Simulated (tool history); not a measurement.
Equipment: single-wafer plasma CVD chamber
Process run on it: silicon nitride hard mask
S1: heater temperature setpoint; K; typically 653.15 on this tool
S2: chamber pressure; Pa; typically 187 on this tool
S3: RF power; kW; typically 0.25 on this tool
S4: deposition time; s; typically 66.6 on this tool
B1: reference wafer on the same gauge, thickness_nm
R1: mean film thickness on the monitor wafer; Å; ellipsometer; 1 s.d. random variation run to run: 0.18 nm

{"run": 1, "hour": 0.0, "S1": 643.15, "S2": 187, "S3": 0.25, "S4": 66.6, "B1": 63.152, "R1": 590.41}
{"run": 2, "hour": 38.0, "S1": 653.15, "S2": 187, "S3": 0.25, "S4": 66.6, "B1": 63.236, "R1": 587.43}
{"run": 3, "hour": 107.6, "S1": 653.15, "S2": 187, "S3": 0.25, "S4": 66.6, "B1": 63.203, "R1": 588.21}
{"run": 4, "hour": 170.0, "S1": 653.15, "S2": 187, "S3": 0.25, "S4": 66.6, "B1": 63.219, "R1": 590.23}
{"run": 5, "hour": 229.6, "S1": 653.15, "S2": 187, "S3": 0.25, "S4": 66.6, "B1": 63.237, "R1": 586.89}
{"run": 6, "hour": 279.5, "S1": 653.15, "S2": 187, "S3": 0.25, "S4": 66.6, "B1": 63.202, "R1": 585.35}
{"run": 7, "hour": 340.2, "S1": 653.15, "S2": 187, "S3": 0.25, "S4": 66.6, "B1": 63.145, "R1": 582.3}
{"hour": 416.7, "done": "gauge calibrated"}
{"hour": 431.0, "done": "capacitance manometer re-zeroed and calibrated"}
{"run": 8, "hour": 442.9, "S1": 653.15, "S2": 187, "S3": 0.25, "S4": 66.6, "B1": 63.231, "R1": 580.87}
{"hour": 529.0, "done": "thermocouple changed; heater temperature recalibrated"}
{"run": 9, "hour": 594.4, "S1": 653.15, "S2": 187, "S3": 0.25, "S4": 66.6, "B1": 63.226, "R1": 578.42}
{"run": 10, "hour": 651.0, "S1": 664.15, "S2": 159, "S3": 0.285, "S4": 74.4, "B1": 63.219, "R1": 681}
{"run": 11, "hour": 712.4, "S1": 645.15, "S2": 231, "S3": 0.25, "S4": 75.6, "B1": 63.189, "R1": 699.87}
{"hour": 819.8, "done": "showerhead replaced"}
{"run": 12, "hour": 820.3, "S1": 653.15, "S2": 205, "S3": 0.25, "S4": 66.6, "B1": 63.243, "R1": 594.21}
{"run": 13, "hour": 893.4, "S1": 641.15, "S2": 147, "S3": 0.25, "S4": 66.6, "B1": 63.218, "R1": 528.91}
{"hour": 925.0, "done": "RF generator calibrated"}
{"run": 14, "hour": 947.2, "S1": 653.15, "S2": 187, "S3": 0.25, "S4": 66.6, "B1": 63.178, "R1": 610.22}
{"run": 15, "hour": 987.4, "S1": 653.15, "S2": 187, "S3": 0.25, "S4": 66.6, "B1": 63.173, "R1": 607.07}

Run 16, settings as shown, results not yet in. Your forecast:
{"run": 16, "hour": 1091.3, "S1": 653.15, "S2": 173, "S3": 0.25, "S4": 61.3, "B1": "?", "R1": "?"}

B1: 63.219
R1: 543.6 Å
Without the tool's hidden state the same run would have given R1 546.05 Å.
